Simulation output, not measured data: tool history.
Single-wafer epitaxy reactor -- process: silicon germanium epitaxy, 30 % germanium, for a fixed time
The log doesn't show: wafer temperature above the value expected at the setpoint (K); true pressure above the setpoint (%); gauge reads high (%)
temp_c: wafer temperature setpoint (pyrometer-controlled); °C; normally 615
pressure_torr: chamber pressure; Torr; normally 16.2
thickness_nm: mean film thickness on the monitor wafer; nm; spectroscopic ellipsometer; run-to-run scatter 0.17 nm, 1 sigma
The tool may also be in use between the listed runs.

| run | day | temp_c | pressure_torr | wafers since the last listed run | hours since the last pyrometer calibration | hours since the last manometer calibration | hours since the showerhead was replaced | hours since the gauge calibration | read-back reference wafer on the same gauge, thickness_nm | thickness_nm |
|---|---|---|---|---|---|---|---|---|---|---|
| 1 | 0 | 615 | 13.7 | 0 | 1659.4 | 1079.9 | 3989.5 | 1198.1 | 63.167 | 66.488 |
| 2 | 1.008 | 615 | 13.7 | 276 | 1683.6 | 1104.1 | 4013.7 | 1222.3 | 63.161 | 66.36 |
| 3 | 3.167 | 615 | 13.7 | 591 | 1735.4 | 1155.9 | 4065.5 | 1274.1 | 63.13 | 66.26 |
| 4 | 6.008 | 615 | 16.2 | 779 | 1803.6 | 1224.1 | 4133.7 | 1342.3 | 63.063 | 68.925 |
| 5 | 8.512 | 615 | 16.2 | 686 | 1863.7 | 1284.2 | 4193.8 | 1402.4 | 63.063 | 68.883 |
| 6 | 10.088 | 615 | 16.2 | 431 | 1901.5 | 1322 | 4231.6 | 1440.2 | 63.028 | 68.667 |
| 7 | 11.283 | 615 | 16.2 | 327 | 1930.2 | 1350.7 | 4260.3 | 1468.9 | 63.003 | 68.339 |
| 8 | 13.567 | 624 | 13.6 | 626 | 1985 | 1405.5 | 4315.1 | 1523.7 | 62.938 | 75.961 |
| 9 | 15.35 | 621 | 16.2 | 489 | 2027.8 | 1448.3 | 4357.9 | 1566.5 | 62.945 | 75.208 |
| 10 | 17.533 | 621 | 16.2 | 598 | 2080.2 | 1500.7 | 4410.3 | 1618.9 | 62.952 | 75.428 |
| 11 | 20.342 | 615 | 16.2 | 770 | 2147.6 | 1568.1 | 4477.7 | 1686.3 | 62.827 | 68.745 |
| 12 | 22.533 | 615 | 16.2 | 601 | 2200.2 | 1620.7 | 4530.3 | 1738.9 | 62.748 | 68.253 |
| 13 | 23.854 | 615 | 16.2 | 362 | 2231.9 | 1652.4 | 4562 | 1770.6 | 62.81 | 68.611 |
| 14 | 25.625 | 609 | 14.3 | 485 | 2274.4 | 1694.9 | 4604.5 | 1813.1 | 62.705 | 60.398 |
| 15 | 28 | 615 | 19.7 | 651 | 2331.4 | 1751.9 | 4661.5 | 1870.1 | 62.671 | 71.302 |
| 16 | 29.721 | 626 | 20.1 | 471 | 2372.7 | 1793.2 | 4702.8 | 1911.4 | 62.675 | 85.334 |
|  | 30.879 | pyrometer calibrated |
|  | 31.804 | capacitance manometer re-zeroed and calibrated |
| 17 | 31.825 | 605 | 14 | 394 | 22.7 | 0.5 | 4753.3 | 1961.9 | 62.641 | 56.538 |
| 18 | 33.462 | 615 | 13.1 | 449 | 62 | 39.8 | 4792.6 | 2001.2 | 62.563 | 65.288 |
|  | 34.708 | gauge calibrated |
| 19 | 35.717 | 601 | 13.5 | 618 | 116.1 | 93.9 | 4846.7 | 24.2 | 63.788 | 53.558 |
| 20 | 38.317 | 615 | 18.1 | 713 | 178.5 | 156.3 | 4909.1 | 86.6 | 63.78 | 71.24 |
| 21 | 39.712 | 611 | 14.8 | 382 | 212 | 189.8 | 4942.6 | 120.1 | 63.745 | 64.04 |
| 22 | 41.392 | 615 | 16.2 | 460 | 252.3 | 230.1 | 4982.9 | 160.4 | 63.735 | 69.817 |
| 23 | 43.562 | 615 | 16.2 | 595 | 304.4 | 282.2 | 5035 | 212.5 | 63.742 | 69.39 |
|  | 49.271 | showerhead replaced |
| 24 | 51.55 | 627 | 19.5 | 2099 | 496.1 | 473.9 | 54.7 | 404.2 | 63.664 | 87.371 |
| 25 | 53.246 | 626 | 14.9 | 465 | 536.8 | 514.6 | 95.4 | 444.9 | 63.739 | 80.89 |
| 26 | 56.242 | 608 | 17.8 | 821 | 608.7 | 586.5 | 167.3 | 516.8 | 63.691 | 63.832 |
| 27 | 58.317 | 622 | 18 | 569 | 658.5 | 636.3 | 217.1 | 566.6 | 63.667 | 79.587 |
| 28 | 60.15 | 627 | 16.2 | 502 | 702.5 | 680.3 | 261.1 | 610.6 | 63.683 | 83.641 |
| 29 | 61.367 | 628 | 17.8 | 333 | 731.7 | 709.5 | 290.3 | 639.8 | 63.693 | 86.477 |
| 30 | 63.825 | 628 | 14.3 | 674 | 790.7 | 768.5 | 349.3 | 698.8 | 63.682 | 82.518 |
| 31 | 66.242 | 615 | 16.2 | 662 | 848.7 | 826.5 | 407.3 | 756.8 | 63.634 | 69.367 |
| 32 | 67.833 | 628 | 20 | 436 | 886.9 | 864.7 | 445.5 | 795 | 63.59 | 88.898 |

Run 33 is up next; what results do you expect?
| 33 | 70.771 | 615 | 16.2 | 805 | 957.4 | 935.2 | 516 | 865.5 | ? | ? |

read-back reference wafer on the same gauge, thickness_nm: 63.613
thickness_nm: 69.328 nm
The same run, on a tool lacking any hidden state, would have yielded thickness_nm 69.459 nm.

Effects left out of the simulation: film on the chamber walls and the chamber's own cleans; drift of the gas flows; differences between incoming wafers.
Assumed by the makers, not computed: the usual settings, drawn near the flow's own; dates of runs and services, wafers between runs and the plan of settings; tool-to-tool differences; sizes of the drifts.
